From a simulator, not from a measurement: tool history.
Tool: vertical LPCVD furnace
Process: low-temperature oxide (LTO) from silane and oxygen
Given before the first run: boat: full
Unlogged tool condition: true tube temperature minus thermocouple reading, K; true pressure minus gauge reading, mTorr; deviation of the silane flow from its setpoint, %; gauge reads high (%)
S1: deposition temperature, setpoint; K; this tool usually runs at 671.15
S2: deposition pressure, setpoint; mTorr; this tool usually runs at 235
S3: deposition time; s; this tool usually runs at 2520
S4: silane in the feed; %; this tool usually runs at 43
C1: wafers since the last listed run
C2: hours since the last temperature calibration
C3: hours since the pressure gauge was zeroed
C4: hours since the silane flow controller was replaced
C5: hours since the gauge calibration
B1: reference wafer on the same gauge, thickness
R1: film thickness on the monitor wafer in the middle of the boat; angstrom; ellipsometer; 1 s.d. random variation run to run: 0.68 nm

run 1 day=0.000 | S1=671.15 S2=235 S3=2520 S4=43 | C1=0 C2=3099.8 C3=1716.7 C4=4340.7 C5=310.1 | B1=388.98 | R1=4527.0
run 2 day=0.662 | S1=671.15 S2=235 S3=2520 S4=43 | C1=201 C2=3115.7 C3=1732.6 C4=4356.6 C5=326.0 | B1=388.88 | R1=4524.7
run 3 day=1.338 | S1=671.15 S2=235 S3=2520 S4=43 | C1=205 C2=3131.9 C3=1748.8 C4=4372.8 C5=342.2 | B1=388.99 | R1=4541.1
-- day=1.500 gauge calibrated
run 4 day=1.979 | S1=675.15 S2=235 S3=2520 S4=43 | C1=195 C2=3147.3 C3=1764.2 C4=4388.2 C5=11.5 | B1=388.99 | R1=4728.3
run 5 day=2.308 | S1=679.15 S2=235 S3=2850 S4=43 | C1=100 C2=3155.2 C3=1772.1 C4=4396.1 C5=19.4 | B1=389.07 | R1=5567.7
run 6 day=3.433 | S1=679.15 S2=235 S3=2850 S4=43 | C1=342 C2=3182.2 C3=1799.1 C4=4423.1 C5=46.4 | B1=388.77 | R1=5571.3
run 7 day=4.121 | S1=679.15 S2=235 S3=2850 S4=43 | C1=209 C2=3198.7 C3=1815.6 C4=4439.6 C5=62.9 | B1=388.87 | R1=5570.1
run 8 day=4.946 | S1=681.15 S2=235 S3=2520 S4=43 | C1=251 C2=3218.5 C3=1835.4 C4=4459.4 C5=82.7 | B1=388.99 | R1=5019.7
run 9 day=5.525 | S1=671.15 S2=270 S3=2520 S4=43 | C1=176 C2=3232.4 C3=1849.3 C4=4473.3 C5=96.6 | B1=388.79 | R1=5233.2
run 10 day=6.271 | S1=671.15 S2=270 S3=2520 S4=43 | C1=227 C2=3250.3 C3=1867.2 C4=4491.2 C5=114.5 | B1=388.89 | R1=5231.8
run 11 day=6.617 | S1=671.15 S2=235 S3=2520 S4=43 | C1=105 C2=3258.6 C3=1875.5 C4=4499.5 C5=122.8 | B1=388.63 | R1=4524.5
run 12 day=7.479 | S1=671.15 S2=235 S3=2520 S4=43 | C1=262 C2=3279.3 C3=1896.2 C4=4520.2 C5=143.5 | B1=388.63 | R1=4527.6
run 13 day=8.054 | S1=671.15 S2=235 S3=2520 S4=43 | C1=175 C2=3293.1 C3=1910.0 C4=4534.0 C5=157.3 | B1=388.99 | R1=4522.1
run 14 day=8.871 | S1=671.15 S2=255 S3=2520 S4=43 | C1=248 C2=3312.7 C3=1929.6 C4=4553.6 C5=176.9 | B1=388.93 | R1=4938.2
-- day=10.004 silane flow controller replaced
run 15 day=10.025 | S1=671.15 S2=215 S3=2730 S4=43 | C1=46 C2=3340.4 C3=1957.3 C4=0.5 C5=204.6 | B1=389.06 | R1=4468.7
run 16 day=10.350 | S1=679.15 S2=295 S3=3090 S4=43 | C1=98 C2=3348.2 C3=1965.1 C4=8.3 C5=212.4 | B1=389.11 | R1=7648.8
run 17 day=10.775 | S1=671.15 S2=235 S3=2520 S4=47 | C1=129 C2=3358.4 C3=1975.3 C4=18.5 C5=222.6 | B1=388.86 | R1=4954.1
run 18 day=11.238 | S1=667.15 S2=235 S3=2520 S4=43 | C1=140 C2=3369.5 C3=1986.4 C4=29.6 C5=233.7 | B1=388.95 | R1=4326.9
-- day=12.588 thermocouples replaced and temperature profile calibrated
run 19 day=12.608 | S1=662.15 S2=275 S3=3300 S4=35 | C1=112 C2=0.5 C3=2019.3 C4=62.5 C5=266.6 | B1=388.87 | R1=4672.7
run 20 day=14.100 | S1=666.15 S2=285 S3=1620 S4=39 | C1=454 C2=36.3 C3=2055.1 C4=98.3 C5=302.4 | B1=389.04 | R1=2890.6
run 21 day=14.633 | S1=682.15 S2=180 S3=3120 S4=39 | C1=162 C2=49.1 C3=2067.9 C4=111.1 C5=315.2 | B1=388.84 | R1=4085.5
run 22 day=15.104 | S1=671.15 S2=235 S3=2520 S4=43 | C1=143 C2=60.4 C3=2079.2 C4=122.4 C5=326.5 | B1=389.16 | R1=4344.2
run 23 day=15.983 | S1=677.15 S2=235 S3=1920 S4=38 | C1=267 C2=81.5 C3=2100.3 C4=143.5 C5=347.6 | B1=389.35 | R1=3068.9
-- day=16.792 gauge calibrated
-- day=17.308 pressure gauge zeroed
run 24 day=17.329 | S1=671.15 S2=235 S3=2520 S4=43 | C1=105 C2=113.8 C3=0.5 C4=175.8 C5=12.9 | B1=388.84 | R1=4581.5
run 25 day=17.538 | S1=676.15 S2=180 S3=1620 S4=49 | C1=63 C2=118.8 C3=5.5 C4=180.8 C5=17.9 | B1=389.26 | R1=2694.0
run 26 day=19.088 | S1=677.15 S2=235 S3=2520 S4=43 | C1=472 C2=156.0 C3=42.7 C4=218.0 C5=55.1 | B1=389.07 | R1=4870.5
run 27 day=20.338 | S1=680.15 S2=185 S3=2220 S4=36 | C1=380 C2=186.0 C3=72.7 C4=248.0 C5=85.1 | B1=388.91 | R1=2817.5
run 28 day=21.117 | S1=671.15 S2=190 S3=2520 S4=43 | C1=237 C2=204.7 C3=91.4 C4=266.7 C5=103.8 | B1=388.94 | R1=3682.1
run 29 day=21.979 | S1=681.15 S2=285 S3=3000 S4=48 | C1=262 C2=225.4 C3=112.1 C4=287.4 C5=124.5 | B1=389.08 | R1=8172.2
run 30 day=22.300 | S1=671.15 S2=235 S3=1950 S4=50 | C1=97 C2=233.1 C3=119.8 C4=295.1 C5=132.2 | B1=389.10 | R1=4096.6
run 31 day=23.175 | S1=671.15 S2=235 S3=2520 S4=43 | C1=266 C2=254.1 C3=140.8 C4=316.1 C5=153.2 | B1=388.90 | R1=4559.6

List, for all runs, the conditions of the tool that the log does not record:
deviation of the silane flow from its setpoint, %: 0, the same for each run
gauge reads high (%): 0, the same for each run
H1: true tube temperature minus thermocouple reading, K
H2: true pressure minus gauge reading, mTorr
run=1 H1=4.23 H2=-11.8
run=2 H1=4.23 H2=-11.8
run=3 H1=4.24 H2=-11.8
run=4 H1=4.24 H2=-11.9
run=5 H1=4.24 H2=-11.9
run=6 H1=4.25 H2=-11.9
run=7 H1=4.25 H2=-11.9
run=8 H1=4.25 H2=-12
run=9 H1=4.26 H2=-12
run=10 H1=4.26 H2=-12
run=11 H1=4.26 H2=-12
run=12 H1=4.27 H2=-12.1
run=13 H1=4.27 H2=-12.1
run=14 H1=4.27 H2=-12.1
run=15 H1=4.28 H2=-12.2
run=16 H1=4.28 H2=-12.2
run=17 H1=4.28 H2=-12.2
run=18 H1=4.28 H2=-12.2
run=19 H1=0.456 H2=-12.2
run=20 H1=0.592 H2=-12.3
run=21 H1=0.639 H2=-12.3
run=22 H1=0.68 H2=-12.3
run=23 H1=0.756 H2=-12.3
run=24 H1=0.869 H2=-0.942
run=25 H1=0.887 H2=-1.02
run=26 H1=1.01 H2=-1.57
run=27 H1=1.11 H2=-2.01
run=28 H1=1.17 H2=-2.27
run=29 H1=1.24 H2=-2.55
run=30 H1=1.26 H2=-2.65
run=31 H1=1.33 H2=-2.92
